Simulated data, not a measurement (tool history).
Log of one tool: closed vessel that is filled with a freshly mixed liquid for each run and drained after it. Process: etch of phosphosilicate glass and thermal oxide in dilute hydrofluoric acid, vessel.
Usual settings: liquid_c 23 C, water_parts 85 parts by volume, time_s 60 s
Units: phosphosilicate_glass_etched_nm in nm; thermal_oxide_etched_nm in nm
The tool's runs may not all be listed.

| run | day | liquid_c | water_parts | time_s | read-back film thickness of the phosphosilicate glass reference wafer, read on the same gauge (nm) | read-back film thickness of the thermal oxide reference wafer, read on the same gauge (nm) | phosphosilicate_glass_etched_nm | thermal_oxide_etched_nm |
|---|---|---|---|---|---|---|---|---|
| 1 | 0 | 26.5 | 85 | 60 | 106.69 | 48.534 | 123.11 | 3.521 |
| 2 | 1.233 | 23 | 85 | 35 | 106.62 | 48.468 | 62.78 | 1.804 |
| 3 | 2.317 | 19 | 105 | 60 | 106.6 | 48.478 | 71.35 | 2.043 |
| 4 | 3.342 | 19 | 105 | 60 | 106.55 | 48.399 | 71.52 | 2.054 |
| 5 | 4.933 | 23 | 85 | 60 | 106.48 | 48.396 | 106.72 | 3.076 |
| 6 | 5.696 | 23 | 85 | 60 | 106.48 | 48.395 | 106.36 | 3.101 |
| 7 | 6.412 | 23 | 85 | 60 | 106.46 | 48.416 | 105.84 | 3.081 |
|  | 9.212 | thermometer replaced |
| 8 | 10.662 | 23 | 85 | 60 | 106.35 | 48.389 | 107.77 | 3.01 |
|  | 11.133 | gauge calibrated |
| 9 | 11.962 | 19.5 | 75 | 90 | 109.4 | 49.725 | 164.1 | 4.591 |
| 10 | 12.821 | 23 | 85 | 60 | 109.15 | 49.595 | 108.46 | 3.106 |
| 11 | 14.275 | 18 | 100 | 60 | 108.77 | 49.466 | 74.94 | 2.116 |
| 12 | 15.396 | 23 | 85 | 60 | 108.52 | 49.322 | 110.66 | 3.14 |
|  | 15.442 | hydrofluoric acid flow meter replaced |
| 13 | 19.617 | 19 | 45 | 70 | 107.82 | 48.999 | 215.13 | 6.15 |
| 14 | 20.458 | 26.5 | 55 | 80 | 107.67 | 48.88 | 267.17 | 7.717 |
| 15 | 21.654 | 25.5 | 50 | 60 | 107.54 | 48.893 | 213.8 | 6.135 |
| 16 | 22.596 | 23 | 85 | 60 | 107.44 | 48.841 | 109.01 | 3.149 |
| 17 | 26.567 | 18.5 | 85 | 40 | 107.1 | 48.641 | 59.2 | 1.697 |

4 ways to go on from here, each from the tool as it stands after run 17. What would each give?
| A | 26.596 | 23 | 85 | 60 | ? | ? | ? | ? |
| B | 26.596 | 18 | 85 | 50 | ? | ? | ? | ? |
| C | 26.596 | 23 | 65 | 50 | ? | ? | ? | ? |
| D | 26.596 | 20 | 115 | 45 | ? | ? | ? | ? |

| run | read-back film thickness of the phosphosilicate glass reference wafer, read on the same gauge (nm) | read-back film thickness of the thermal oxide reference wafer, read on the same gauge (nm) | phosphosilicate_glass_etched_nm | thermal_oxide_etched_nm |
|---|---|---|---|---|
| A | 107.13 | 48.701 | 108.02 | 3.108 |
| B | 107.13 | 48.701 | 73.22 | 2.107 |
| C | 107.13 | 48.701 | 120.69 | 3.473 |
| D | 107.13 | 48.701 | 51.21 | 1.474 |
Without the tool's hidden state the same runs would have given:
| run | phosphosilicate_glass_etched_nm | thermal_oxide_etched_nm |
|---|---|---|
| A | 110.92 | 3.192 |
| B | 75.19 | 2.164 |
| C | 123.93 | 3.566 |
| D | 52.59 | 1.513 |
